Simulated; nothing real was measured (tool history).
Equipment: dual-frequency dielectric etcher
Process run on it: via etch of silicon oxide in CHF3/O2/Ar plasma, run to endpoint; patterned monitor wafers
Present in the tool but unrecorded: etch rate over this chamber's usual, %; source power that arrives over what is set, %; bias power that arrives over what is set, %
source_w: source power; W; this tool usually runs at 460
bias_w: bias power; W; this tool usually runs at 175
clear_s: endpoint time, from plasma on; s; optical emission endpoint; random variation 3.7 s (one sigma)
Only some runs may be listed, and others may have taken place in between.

run   hour  source_w  bias_w  wafers since the last listed run  hours since the last wet clean  hours since the last source power generator calibration  hours since the last bias power generator calibration  hours since the last upper electrode change  incoming incoming film thickness, nm  clear_s
  1      0       540     155                                 0                           161.4                                                   4472.5                                                 4287.1                                       3130.5                                 823.4    473.1
  2      9       540     155                                29                           170.4                                                   4481.5                                                 4296.1                                       3139.5                                 826.8    472.7
  3   23.7       460     175                                48                           185.1                                                   4496.2                                                 4310.8                                       3154.2                                 831.2    501.3
  4   77.3       460     175                               177                           238.7                                                   4549.8                                                 4364.4                                       3207.8                                 830.6    501.2
  5   92.3       460     165                                49                           253.7                                                   4564.8                                                 4379.4                                       3222.8                                 826.5    510.8
  6   99.3       460     175                                23                           260.7                                                   4571.8                                                 4386.4                                       3229.8                                 817.3    498.2
  7  127.4       460     175                                93                           288.8                                                   4599.9                                                 4414.5                                       3257.9                                 822.8    498.5
  8  136.1       460     191                                28                           297.5                                                   4608.6                                                 4423.2                                       3266.6                                 828.9    491.5
  9  146.4       460     191                                34                           307.8                                                   4618.9                                                 4433.5                                       3276.9                                 824.3      494
 10  157.9       460     191                                38                           319.3                                                   4630.4                                                   4445                                       3288.4                                 825.9    493.8
 11  171.6       460     175                                45                             333                                                   4644.1                                                 4458.7                                       3302.1                                 830.2    515.1
 12  179.5       420     175                                26                           340.9                                                     4652                                                 4466.6                                         3310                                 830.5    534.7
 13  195.3       420     175                                52                           356.7                                                   4667.8                                                 4482.4                                       3325.8                                 829.6      539
 14  212.6       460     175                                57                             374                                                   4685.1                                                 4499.7                                       3343.1                                 831.2      505
     222.3  -- source power generator calibrated
 15  224.1       460     175                                24                           385.5                                                      1.8                                                 4511.2                                       3354.6                                 829.9    503.9
 16  234.6       460     175                                34                             396                                                     12.3                                                 4521.7                                       3365.1                                   829    512.4
 17  245.1       460     175                                34                           406.5                                                     22.8                                                 4532.2                                       3375.6                                 831.2    516.6
       272  -- upper electrode replaced
 18  272.5       510     164                                11                           433.9                                                     50.2                                                 4559.6                                          0.5                                 828.8    494.6
 19  272.9       510     203                                 1                           434.3                                                     50.6                                                   4560                                          0.9                                 829.8    465.6
 20    276       460     175                                10                           437.4                                                     53.7                                                 4563.1                                            4                                 832.7    516.5
 21  285.9       460     175                                32                           447.3                                                     63.6                                                   4573                                         13.9                                 831.3    511.8
 22  301.9       560     133                                53                           463.3                                                     79.6                                                   4589                                         29.9                                 832.1    508.3
 23  313.3       410     175                                37                           474.7                                                       91                                                 4600.4                                         41.3                                 828.7    544.8
     332.1  -- bias power generator calibrated
 24  332.6       490     202                                50                             494                                                    110.3                                                    0.5                                         60.6                                 824.3    479.5
 25  348.5       570     150                                52                           509.9                                                    126.2                                                   16.4                                         76.5                                 837.7    486.7
 26  358.8       510     137                                34                           520.2                                                    136.5                                                   26.7                                         86.8                                 826.4      518
 27  367.5       460     215                                28                           528.9                                                    145.2                                                   35.4                                         95.5                                 824.9    484.9
 28    381       460     175                                44                           542.4                                                    158.7                                                   48.9                                          109                                 826.8    516.7
     405.1  -- wet clean of the chamber
 29  405.6       520     148                                 1                             0.5                                                    183.3                                                   73.5                                        133.6                                 830.4      487
 30  406.3       420     192                                 2                             1.2                                                      184                                                   74.2                                        134.3                                 823.5    499.2
 31  420.9       400     146                                48                            15.8                                                    198.6                                                   88.8                                        148.9                                 821.7    553.8
 32  429.2       460     175                                27                            24.1                                                    206.9                                                   97.1                                        157.2                                 826.4    488.5
 33  461.7       570     175                               107                            56.6                                                    239.4                                                  129.6                                        189.7                                 821.9    437.7
 34    501       460     138                               130                            95.9                                                    278.7                                                  168.9                                          229                                 823.8    532.6
 35  512.4       390     193                                37                           107.3                                                    290.1                                                  180.3                                        240.4                                 826.1    536.7

Pick out some run-to-run changes in clear_s. Of each, how much would a tool without hidden state show as well, from the settings, what came in and chance, and how much is left for the hidden state and any gauge scatter not in both results compared?
Run 3 -> 4: no setting changed, nothing entered. clear_s -0.1 s: hidden state +2.5, all else -2.6.
Run 23 -> 24: source_w 410 -> 490, bias_w 175 -> 202, bias power generator calibrated. clear_s -65.3 s: hidden state -1.9, all else -63.4.
Run 28 -> 29: source_w 460 -> 520, bias_w 175 -> 148, wet clean of the chamber. clear_s -29.7 s: hidden state -23.1, all else -6.6.
Run 31 -> 32: source_w 400 -> 460, bias_w 146 -> 175. clear_s -65.3 s: hidden state -0.1, all else -65.2.
Run 33 -> 34: source_w 570 -> 460, bias_w 175 -> 138. clear_s +94.9 s: hidden state +2.7, all else +92.2.

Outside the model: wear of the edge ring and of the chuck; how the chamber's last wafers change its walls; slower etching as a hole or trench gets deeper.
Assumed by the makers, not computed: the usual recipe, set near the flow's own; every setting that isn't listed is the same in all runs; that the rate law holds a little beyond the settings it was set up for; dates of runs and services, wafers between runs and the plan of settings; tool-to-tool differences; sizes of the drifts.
